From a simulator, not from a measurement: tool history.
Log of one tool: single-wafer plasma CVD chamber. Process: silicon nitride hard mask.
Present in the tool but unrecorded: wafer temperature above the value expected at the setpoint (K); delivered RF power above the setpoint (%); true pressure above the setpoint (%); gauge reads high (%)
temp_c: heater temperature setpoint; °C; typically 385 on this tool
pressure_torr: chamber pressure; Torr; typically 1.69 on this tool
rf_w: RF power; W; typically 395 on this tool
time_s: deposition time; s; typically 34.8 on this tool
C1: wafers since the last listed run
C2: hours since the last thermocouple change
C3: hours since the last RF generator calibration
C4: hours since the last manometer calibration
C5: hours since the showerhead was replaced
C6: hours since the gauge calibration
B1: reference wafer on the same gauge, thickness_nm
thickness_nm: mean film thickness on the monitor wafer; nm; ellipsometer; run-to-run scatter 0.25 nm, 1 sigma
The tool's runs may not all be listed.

run 1 day=0.000 | temp_c=385 pressure_torr=1.69 rf_w=335 time_s=34.8 | C1=0 C2=2016.1 C3=2434.8 C4=763.1 C5=2863.0 C6=321.6 | B1=49.110 | thickness_nm=43.162
run 2 day=0.867 | temp_c=385 pressure_torr=1.92 rf_w=395 time_s=34.8 | C1=403 C2=2036.9 C3=2455.6 C4=783.9 C5=2883.8 C6=342.4 | B1=49.209 | thickness_nm=49.634
run 3 day=1.846 | temp_c=385 pressure_torr=2.02 rf_w=360 time_s=34.8 | C1=456 C2=2060.4 C3=2479.1 C4=807.4 C5=2907.3 C6=365.9 | B1=49.134 | thickness_nm=47.426
run 4 day=2.862 | temp_c=385 pressure_torr=2.02 rf_w=360 time_s=34.8 | C1=473 C2=2084.8 C3=2503.5 C4=831.8 C5=2931.7 C6=390.3 | B1=49.190 | thickness_nm=46.814
run 5 day=4.033 | temp_c=385 pressure_torr=1.69 rf_w=395 time_s=34.8 | C1=545 C2=2112.9 C3=2531.6 C4=859.9 C5=2959.8 C6=418.4 | B1=49.162 | thickness_nm=47.446
run 6 day=5.467 | temp_c=385 pressure_torr=1.69 rf_w=395 time_s=34.8 | C1=667 C2=2147.3 C3=2566.0 C4=894.3 C5=2994.2 C6=452.8 | B1=49.113 | thickness_nm=48.182
run 7 day=6.517 | temp_c=385 pressure_torr=1.69 rf_w=395 time_s=34.8 | C1=489 C2=2172.5 C3=2591.2 C4=919.5 C5=3019.4 C6=478.0 | B1=49.032 | thickness_nm=47.658
run 8 day=8.012 | temp_c=385 pressure_torr=1.97 rf_w=445 time_s=34.8 | C1=696 C2=2208.4 C3=2627.1 C4=955.4 C5=3055.3 C6=513.9 | B1=49.006 | thickness_nm=53.258
-- day=8.162 gauge calibrated
-- day=8.662 RF generator calibrated
run 9 day=8.825 | temp_c=385 pressure_torr=1.69 rf_w=340 time_s=34.8 | C1=223 C2=2227.9 C3=3.9 C4=974.9 C5=3074.8 C6=15.9 | B1=50.092 | thickness_nm=44.019
run 10 day=9.746 | temp_c=385 pressure_torr=1.69 rf_w=340 time_s=34.8 | C1=428 C2=2250.0 C3=26.0 C4=997.0 C5=3096.9 C6=38.0 | B1=49.935 | thickness_nm=44.133
run 11 day=10.754 | temp_c=385 pressure_torr=1.69 rf_w=340 time_s=34.8 | C1=469 C2=2274.2 C3=50.2 C4=1021.2 C5=3121.1 C6=62.2 | B1=49.748 | thickness_nm=44.089
-- day=12.200 capacitance manometer re-zeroed and calibrated
run 12 day=12.229 | temp_c=385 pressure_torr=1.37 rf_w=395 time_s=34.8 | C1=531 C2=2309.6 C3=85.6 C4=0.7 C5=3156.5 C6=97.6 | B1=49.614 | thickness_nm=45.859
run 13 day=13.288 | temp_c=385 pressure_torr=1.69 rf_w=395 time_s=34.8 | C1=493 C2=2335.0 C3=111.0 C4=26.1 C5=3181.9 C6=123.0 | B1=49.553 | thickness_nm=48.173
run 14 day=14.275 | temp_c=396 pressure_torr=1.47 rf_w=355 time_s=40.5 | C1=460 C2=2358.7 C3=134.7 C4=49.8 C5=3205.6 C6=146.7 | B1=49.500 | thickness_nm=50.317
run 15 day=15.633 | temp_c=385 pressure_torr=1.69 rf_w=395 time_s=34.8 | C1=632 C2=2391.3 C3=167.3 C4=82.4 C5=3238.2 C6=179.3 | B1=49.493 | thickness_nm=48.225
run 16 day=16.675 | temp_c=380 pressure_torr=1.56 rf_w=395 time_s=29.0 | C1=485 C2=2416.3 C3=192.3 C4=107.4 C5=3263.2 C6=204.3 | B1=49.452 | thickness_nm=39.269
run 17 day=18.104 | temp_c=397 pressure_torr=1.39 rf_w=470 time_s=36.8 | C1=665 C2=2450.6 C3=226.6 C4=141.7 C5=3297.5 C6=238.6 | B1=49.319 | thickness_nm=54.075
-- day=19.138 showerhead replaced
run 18 day=19.179 | temp_c=375 pressure_torr=1.69 rf_w=440 time_s=36.7 | C1=345 C2=2476.4 C3=252.4 C4=167.5 C5=1.0 C6=264.4 | B1=49.337 | thickness_nm=54.058
run 19 day=20.346 | temp_c=392 pressure_torr=1.69 rf_w=320 time_s=36.9 | C1=543 C2=2504.4 C3=280.4 C4=195.5 C5=29.0 C6=292.4 | B1=49.186 | thickness_nm=44.337
run 20 day=21.221 | temp_c=385 pressure_torr=1.69 rf_w=395 time_s=34.8 | C1=407 C2=2525.4 C3=301.4 C4=216.5 C5=50.0 C6=313.4 | B1=49.239 | thickness_nm=47.902
run 21 day=22.246 | temp_c=390 pressure_torr=1.85 rf_w=345 time_s=31.8 | C1=477 C2=2550.0 C3=326.0 C4=241.1 C5=74.6 C6=338.0 | B1=49.119 | thickness_nm=40.749
-- day=23.638 thermocouple changed; heater temperature recalibrated
run 22 day=23.658 | temp_c=385 pressure_torr=1.39 rf_w=395 time_s=34.8 | C1=502 C2=0.5 C3=359.9 C4=275.0 C5=108.5 C6=371.9 | B1=49.135 | thickness_nm=45.835
run 23 day=24.933 | temp_c=385 pressure_torr=1.51 rf_w=395 time_s=32.1 | C1=593 C2=31.1 C3=390.5 C4=305.6 C5=139.1 C6=402.5 | B1=49.198 | thickness_nm=42.830
run 24 day=26.342 | temp_c=370 pressure_torr=1.42 rf_w=360 time_s=34.8 | C1=656 C2=64.9 C3=424.3 C4=339.4 C5=172.9 C6=436.3 | B1=49.183 | thickness_nm=43.772
run 25 day=27.279 | temp_c=380 pressure_torr=1.69 rf_w=335 time_s=34.8 | C1=436 C2=87.4 C3=446.8 C4=361.9 C5=195.4 C6=458.8 | B1=49.182 | thickness_nm=43.328
run 26 day=28.133 | temp_c=385 pressure_torr=1.86 rf_w=395 time_s=36.7 | C1=397 C2=107.9 C3=467.3 C4=382.4 C5=215.9 C6=479.3 | B1=49.117 | thickness_nm=52.197
run 27 day=28.696 | temp_c=385 pressure_torr=1.69 rf_w=395 time_s=34.8 | C1=262 C2=121.4 C3=480.8 C4=395.9 C5=229.4 C6=492.8 | B1=49.161 | thickness_nm=47.874
run 28 day=29.317 | temp_c=378 pressure_torr=1.69 rf_w=395 time_s=40.4 | C1=289 C2=136.3 C3=495.7 C4=410.8 C5=244.3 C6=507.7 | B1=49.160 | thickness_nm=55.771
-- day=30.421 gauge calibrated
run 29 day=30.633 | temp_c=375 pressure_torr=2.00 rf_w=395 time_s=34.8 | C1=613 C2=167.9 C3=527.3 C4=442.4 C5=275.9 C6=5.1 | B1=50.133 | thickness_nm=51.625
run 30 day=31.308 | temp_c=385 pressure_torr=1.69 rf_w=395 time_s=34.8 | C1=314 C2=184.1 C3=543.5 C4=458.6 C5=292.1 C6=21.3 | B1=50.175 | thickness_nm=48.745

What the log doesn't show, run by run:
wafer temperature above the value expected at the setpoint (K): 0 across all the runs
delivered RF power above the setpoint (%): 0 across all the runs
true pressure above the setpoint (%): 0 across all the runs
H1: gauge reads high (%)
run=1 H1=-1.87
run=2 H1=-1.91
run=3 H1=-1.94
run=4 H1=-1.98
run=5 H1=-2.01
run=6 H1=-2.04
run=7 H1=-2.06
run=8 H1=-2.09
run=9 H1=-0.12
run=10 H1=-0.358
run=11 H1=-0.585
run=12 H1=-0.865
run=13 H1=-1.03
run=14 H1=-1.17
run=15 H1=-1.33
run=16 H1=-1.43
run=17 H1=-1.55
run=18 H1=-1.62
run=19 H1=-1.69
run=20 H1=-1.73
run=21 H1=-1.78
run=22 H1=-1.83
run=23 H1=-1.87
run=24 H1=-1.91
run=25 H1=-1.93
run=26 H1=-1.94
run=27 H1=-1.95
run=28 H1=-1.96
run=29 H1=0.184
run=30 H1=-0.00539

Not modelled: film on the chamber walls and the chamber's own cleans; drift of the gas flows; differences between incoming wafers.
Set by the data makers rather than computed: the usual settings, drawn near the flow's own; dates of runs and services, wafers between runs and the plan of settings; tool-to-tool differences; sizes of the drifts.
